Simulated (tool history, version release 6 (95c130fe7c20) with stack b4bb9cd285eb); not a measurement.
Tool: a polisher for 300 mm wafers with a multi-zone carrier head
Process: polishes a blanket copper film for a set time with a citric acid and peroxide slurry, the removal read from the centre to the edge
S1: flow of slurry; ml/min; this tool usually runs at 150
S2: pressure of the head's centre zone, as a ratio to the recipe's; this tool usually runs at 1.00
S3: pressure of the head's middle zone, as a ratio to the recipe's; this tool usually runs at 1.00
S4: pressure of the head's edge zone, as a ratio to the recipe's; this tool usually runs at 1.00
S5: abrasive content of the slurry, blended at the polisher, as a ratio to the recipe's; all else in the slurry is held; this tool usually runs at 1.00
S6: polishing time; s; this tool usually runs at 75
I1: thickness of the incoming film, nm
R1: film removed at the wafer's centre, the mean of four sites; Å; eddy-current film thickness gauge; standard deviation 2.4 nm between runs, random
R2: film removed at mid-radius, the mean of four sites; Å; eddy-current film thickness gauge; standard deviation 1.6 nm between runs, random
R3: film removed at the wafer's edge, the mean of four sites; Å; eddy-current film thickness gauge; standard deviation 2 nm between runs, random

{"run": 1, "day": 0.0, "S1": 150, "S2": 1.0, "S3": 1.0, "S4": 1.0, "S5": 1.0, "S6": 75, "I1": 659.8, "R1": 1870, "R2": 1838, "R3": 1862}
{"run": 2, "day": 2.633, "S1": 150, "S2": 1.0, "S3": 1.0, "S4": 1.0, "S5": 1.0, "S6": 75, "I1": 659.8, "R1": 1831, "R2": 1834, "R3": 1838}
{"run": 3, "day": 4.517, "S1": 150, "S2": 1.0, "S3": 1.0, "S4": 1.0, "S5": 1.0, "S6": 75, "I1": 662.9, "R1": 1855, "R2": 1800, "R3": 1834}
{"day": 5.133, "done": "carrier head's membrane replaced by a new one"}
{"run": 4, "day": 7.15, "S1": 150, "S2": 1.0, "S3": 1.0, "S4": 1.0, "S5": 1.0, "S6": 75, "I1": 657.9, "R1": 1789, "R2": 1789, "R3": 1822}
{"run": 5, "day": 9.671, "S1": 110, "S2": 1.0, "S3": 1.0, "S4": 1.0, "S5": 1.0, "S6": 75, "I1": 649.1, "R1": 1701, "R2": 1679, "R3": 1747}
{"run": 6, "day": 12.471, "S1": 110, "S2": 1.0, "S3": 1.0, "S4": 1.0, "S5": 1.0, "S6": 75, "I1": 650.2, "R1": 1713, "R2": 1653, "R3": 1716}
{"day": 13.7, "done": "worn pad replaced by a new one"}
{"run": 7, "day": 13.838, "S1": 110, "S2": 1.0, "S3": 1.0, "S4": 1.0, "S5": 1.0, "S6": 75, "I1": 662.8, "R1": 1768, "R2": 1733, "R3": 1839}
{"day": 14.042, "done": "centre zone pressure recalibrated"}
{"day": 15.612, "done": "slurry nozzle cleaned"}
{"run": 8, "day": 16.05, "S1": 150, "S2": 1.0, "S3": 1.0, "S4": 1.03, "S5": 1.0, "S6": 75, "I1": 650.9, "R1": 1888, "R2": 1826, "R3": 1905}
{"day": 23.517, "done": "edge zone pressure recalibrated"}
{"run": 9, "day": 23.538, "S1": 150, "S2": 1.0, "S3": 1.0, "S4": 1.0, "S5": 1.15, "S6": 75, "I1": 662.1, "R1": 1856, "R2": 1865, "R3": 1875}
{"run": 10, "day": 25.792, "S1": 150, "S2": 1.0, "S3": 1.05, "S4": 0.96, "S5": 1.25, "S6": 60, "I1": 660.7, "R1": 1503, "R2": 1536, "R3": 1496}
{"day": 26.446, "done": "carrier head's membrane replaced by a new one"}
{"run": 11, "day": 27.896, "S1": 180, "S2": 1.0, "S3": 1.0, "S4": 1.0, "S5": 1.0, "S6": 75, "I1": 663.7, "R1": 1853, "R2": 1784, "R3": 1827}
{"day": 29.817, "done": "worn pad replaced by a new one"}
{"run": 12, "day": 30.633, "S1": 150, "S2": 0.89, "S3": 1.1, "S4": 1.0, "S5": 1.0, "S6": 75, "I1": 653.9, "R1": 1689, "R2": 1972, "R3": 1888}
{"run": 13, "day": 33.429, "S1": 150, "S2": 1.0, "S3": 1.0, "S4": 1.0, "S5": 1.0, "S6": 75, "I1": 669.4, "R1": 1865, "R2": 1829, "R3": 1902}
{"day": 34.846, "done": "slurry nozzle cleaned"}
{"day": 39.021, "done": "centre zone pressure recalibrated"}
{"run": 14, "day": 41.454, "S1": 180, "S2": 1.0, "S3": 1.0, "S4": 1.0, "S5": 1.0, "S6": 92, "I1": 651.6, "R1": 2268, "R2": 2221, "R3": 2264}
{"day": 43.788, "done": "worn pad replaced by a new one"}
{"run": 15, "day": 43.808, "S1": 150, "S2": 1.0, "S3": 1.0, "S4": 1.0, "S5": 1.0, "S6": 75, "I1": 660.3, "R1": 1854, "R2": 1880, "R3": 1907}
{"run": 16, "day": 44.762, "S1": 150, "S2": 1.0, "S3": 1.0, "S4": 1.0, "S5": 1.0, "S6": 90, "I1": 662.0, "R1": 2162, "R2": 2205, "R3": 2291}
{"run": 17, "day": 46.421, "S1": 150, "S2": 1.0, "S3": 1.07, "S4": 1.0, "S5": 1.0, "S6": 83, "I1": 665.2, "R1": 2029, "R2": 2139, "R3": 2075}
{"run": 18, "day": 48.225, "S1": 180, "S2": 1.0, "S3": 1.0, "S4": 1.0, "S5": 1.0, "S6": 92, "I1": 651.7, "R1": 2322, "R2": 2288, "R3": 2319}
{"day": 49.633, "done": "carrier head's membrane replaced by a new one"}
{"run": 19, "day": 50.583, "S1": 150, "S2": 1.11, "S3": 1.0, "S4": 1.0, "S5": 1.0, "S6": 75, "I1": 652.1, "R1": 2008, "R2": 1788, "R3": 1850}
{"day": 55.021, "done": "slurry nozzle cleaned"}
{"run": 20, "day": 55.042, "S1": 125, "S2": 1.0, "S3": 1.0, "S4": 0.92, "S5": 1.3, "S6": 75, "I1": 669.2, "R1": 1868, "R2": 1804, "R3": 1783}
{"day": 57.496, "done": "worn pad replaced by a new one"}
{"run": 21, "day": 57.517, "S1": 150, "S2": 1.0, "S3": 0.92, "S4": 1.0, "S5": 1.1, "S6": 92, "I1": 665.4, "R1": 2291, "R2": 2207, "R3": 2368}
{"run": 22, "day": 59.921, "S1": 150, "S2": 0.96, "S3": 1.0, "S4": 0.9, "S5": 0.85, "S6": 75, "I1": 656.7, "R1": 1711, "R2": 1732, "R3": 1743}

Here are 3 independent what-if runs from the current tool condition. What would each one return?
{"run": "A", "day": 59.938, "S1": 150, "S2": 1.0, "S3": 1.0, "S4": 1.0, "S5": 1.0, "S6": 75, "I1": 666.9, "R1": "?", "R2": "?", "R3": "?"}
{"run": "B", "day": 59.938, "S1": 150, "S2": 1.0, "S3": 1.0, "S4": 1.0, "S5": 1.2, "S6": 95, "I1": 666.9, "R1": "?", "R2": "?", "R3": "?"}
{"run": "C", "day": 59.938, "S1": 150, "S2": 1.0, "S3": 1.0, "S4": 1.0, "S5": 1.0, "S6": 99, "I1": 666.9, "R1": "?", "R2": "?", "R3": "?"}

run=A R1=1850 R2=1826 R3=1882
run=B R1=2442 R2=2410 R3=2483
run=C R1=2442 R2=2410 R3=2484
Take away the tool's hidden state, keep each run's random variation, and the runs would have read:
run=A R1=1869 R2=1845 R3=1901
run=B R1=2467 R2=2435 R3=2509
run=C R1=2467 R2=2435 R3=2509
